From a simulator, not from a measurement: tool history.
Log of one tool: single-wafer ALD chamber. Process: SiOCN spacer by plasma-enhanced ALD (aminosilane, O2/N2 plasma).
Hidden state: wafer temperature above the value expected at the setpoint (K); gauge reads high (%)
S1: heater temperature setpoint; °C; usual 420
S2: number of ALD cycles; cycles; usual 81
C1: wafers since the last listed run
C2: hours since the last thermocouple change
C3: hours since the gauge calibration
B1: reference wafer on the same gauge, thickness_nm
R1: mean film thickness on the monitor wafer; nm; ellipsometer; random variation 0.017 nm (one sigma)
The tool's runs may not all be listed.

run 1 hour=0.0 | S1=416 S2=81 | C1=0 C2=500.4 C3=1395.8 | B1=4.483 | R1=4.566
run 2 hour=58.7 | S1=416 S2=81 | C1=293 C2=559.1 C3=1454.5 | B1=4.475 | R1=4.503
-- hour=91.3 gauge calibrated
run 3 hour=115.5 | S1=416 S2=81 | C1=283 C2=615.9 C3=24.2 | B1=4.484 | R1=4.535
run 4 hour=143.8 | S1=420 S2=81 | C1=141 C2=644.2 C3=52.5 | B1=4.476 | R1=4.453
run 5 hour=176.3 | S1=425 S2=81 | C1=162 C2=676.7 C3=85.0 | B1=4.477 | R1=4.383
run 6 hour=233.2 | S1=425 S2=81 | C1=284 C2=733.6 C3=141.9 | B1=4.480 | R1=4.404
run 7 hour=268.3 | S1=420 S2=81 | C1=175 C2=768.7 C3=177.0 | B1=4.486 | R1=4.482
run 8 hour=313.9 | S1=420 S2=81 | C1=227 C2=814.3 C3=222.6 | B1=4.474 | R1=4.480
run 9 hour=358.9 | S1=420 S2=81 | C1=224 C2=859.3 C3=267.6 | B1=4.480 | R1=4.486
run 10 hour=406.9 | S1=420 S2=69 | C1=239 C2=907.3 C3=315.6 | B1=4.477 | R1=3.815
run 11 hour=540.9 | S1=420 S2=69 | C1=669 C2=1041.3 C3=449.6 | B1=4.481 | R1=3.827
run 12 hour=587.3 | S1=424 S2=68 | C1=231 C2=1087.7 C3=496.0 | B1=4.484 | R1=3.722
run 13 hour=645.1 | S1=424 S2=68 | C1=288 C2=1145.5 C3=553.8 | B1=4.472 | R1=3.690
run 14 hour=713.0 | S1=420 S2=81 | C1=339 C2=1213.4 C3=621.7 | B1=4.480 | R1=4.502
run 15 hour=783.6 | S1=420 S2=81 | C1=352 C2=1284.0 C3=692.3 | B1=4.485 | R1=4.466
run 16 hour=821.8 | S1=420 S2=81 | C1=190 C2=1322.2 C3=730.5 | B1=4.480 | R1=4.492
run 17 hour=866.6 | S1=434 S2=67 | C1=223 C2=1367.0 C3=775.3 | B1=4.483 | R1=3.496
run 18 hour=933.2 | S1=411 S2=88 | C1=332 C2=1433.6 C3=841.9 | B1=4.475 | R1=5.025
run 19 hour=989.4 | S1=420 S2=69 | C1=280 C2=1489.8 C3=898.1 | B1=4.481 | R1=3.795
run 20 hour=1015.2 | S1=433 S2=86 | C1=128 C2=1515.6 C3=923.9 | B1=4.483 | R1=4.516
run 21 hour=1067.1 | S1=406 S2=85 | C1=259 C2=1567.5 C3=975.8 | B1=4.477 | R1=4.929
-- hour=1085.6 thermocouple changed; heater temperature recalibrated
run 22 hour=1102.6 | S1=433 S2=96 | C1=137 C2=17.0 C3=1011.3 | B1=4.483 | R1=5.064
run 23 hour=1161.1 | S1=434 S2=75 | C1=292 C2=75.5 C3=1069.8 | B1=4.477 | R1=3.925
run 24 hour=1205.2 | S1=420 S2=81 | C1=220 C2=119.6 C3=1113.9 | B1=4.484 | R1=4.514
run 25 hour=1237.2 | S1=432 S2=97 | C1=159 C2=151.6 C3=1145.9 | B1=4.479 | R1=5.170
run 26 hour=1301.6 | S1=414 S2=81 | C1=321 C2=216.0 C3=1210.3 | B1=4.479 | R1=4.563
-- hour=1322.3 gauge calibrated
run 27 hour=1325.7 | S1=412 S2=85 | C1=120 C2=240.1 C3=3.4 | B1=4.477 | R1=4.790
run 28 hour=1459.0 | S1=434 S2=86 | C1=666 C2=373.4 C3=136.7 | B1=4.478 | R1=4.494
run 29 hour=1528.8 | S1=405 S2=87 | C1=348 C2=443.2 C3=206.5 | B1=4.474 | R1=5.080
run 30 hour=1568.9 | S1=426 S2=96 | C1=200 C2=483.3 C3=246.6 | B1=4.482 | R1=5.178
run 31 hour=1615.6 | S1=429 S2=87 | C1=233 C2=530.0 C3=293.3 | B1=4.483 | R1=4.605
run 32 hour=1664.1 | S1=420 S2=81 | C1=242 C2=578.5 C3=341.8 | B1=4.488 | R1=4.482

4 ways to go on from here, each from the tool as it stands after run 32. What would each give?
run A hour=1664.7 | S1=415 S2=81 | C1=2 C2=579.1 C3=342.4 | B1=? | R1=?
run B hour=1664.7 | S1=425 S2=88 | C1=2 C2=579.1 C3=342.4 | B1=? | R1=?
run C hour=1664.7 | S1=433 S2=93 | C1=2 C2=579.1 C3=342.4 | B1=? | R1=?
run D hour=1664.7 | S1=408 S2=91 | C1=2 C2=579.1 C3=342.4 | B1=? | R1=?

run=A B1=4.483 R1=4.532
run=B B1=4.483 R1=4.748
run=C B1=4.483 R1=4.869
run=D B1=4.483 R1=5.219
Without the tool's hidden state the same runs would have given:
run=A R1=4.532
run=B R1=4.748
run=C R1=4.869
run=D R1=5.219

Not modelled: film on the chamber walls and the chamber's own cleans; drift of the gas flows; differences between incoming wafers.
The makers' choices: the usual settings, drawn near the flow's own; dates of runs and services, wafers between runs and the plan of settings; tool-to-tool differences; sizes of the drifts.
